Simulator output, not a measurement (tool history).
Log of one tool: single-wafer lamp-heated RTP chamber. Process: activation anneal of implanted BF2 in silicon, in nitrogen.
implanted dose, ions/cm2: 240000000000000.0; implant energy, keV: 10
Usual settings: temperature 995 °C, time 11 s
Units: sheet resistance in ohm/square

| run | hour | temperature | time | read-back reference wafer on the same gauge, sheet resistance | sheet resistance |
|---|---|---|---|---|---|
| 1 | 0 | 983 | 15 | 443.35 | 522.68 |
| 2 | 115.6 | 983 | 15 | 441.84 | 522.22 |
| 3 | 146.9 | 983 | 15 | 440.26 | 520.54 |
| 4 | 266.4 | 995 | 11 | 437.31 | 511.01 |
| 5 | 341.3 | 995 | 11 | 436.36 | 505.06 |
|  | 361.3 | pyrometer window cleaned and pyrometer calibrated |
| 6 | 388.6 | 995 | 11 | 436.13 | 503.8 |
| 7 | 469.1 | 995 | 11 | 434.33 | 505.53 |
| 8 | 514.9 | 995 | 11 | 433.32 | 505.63 |
| 9 | 580.6 | 995 | 11 | 433.28 | 503.67 |
| 10 | 651.6 | 984 | 11 | 431.87 | 510.41 |
|  | 699.2 | reflector plate cleaned |
| 11 | 707.7 | 970 | 14 | 429.63 | 524.07 |
|  | 712.5 | gauge calibrated |
| 12 | 767.3 | 995 | 11 | 447.08 | 524.57 |
| 13 | 821.3 | 1018 | 6 | 447.68 | 512.34 |
| 14 | 879.9 | 984 | 11 | 445.66 | 527.9 |
|  | 905.9 | pyrometer window cleaned and pyrometer calibrated |
| 15 | 937.4 | 1015 | 15 | 445.59 | 505.91 |
| 16 | 1058.5 | 995 | 11 | 443.11 | 517.69 |
| 17 | 1092.4 | 1018 | 17 | 442.32 | 492.77 |
| 18 | 1127.8 | 1022 | 11 | 442.33 | 499.56 |

3 ways to go on from here, each from the tool as it stands after run 18. What would each give?
| A | 1128.2 | 995 | 11 | ? | ? |
| B | 1128.2 | 980 | 11 | ? | ? |
| C | 1128.2 | 995 | 17 | ? | ? |

| run | read-back reference wafer on the same gauge, sheet resistance | sheet resistance |
|---|---|---|
| A | 442.49 | 514.73 |
| B | 442.49 | 527.95 |
| C | 442.49 | 508.48 |
Without the tool's hidden state the same runs would have given:
| run | sheet resistance |
|---|---|
| A | 521.05 |
| B | 534.44 |
| C | 514.73 |
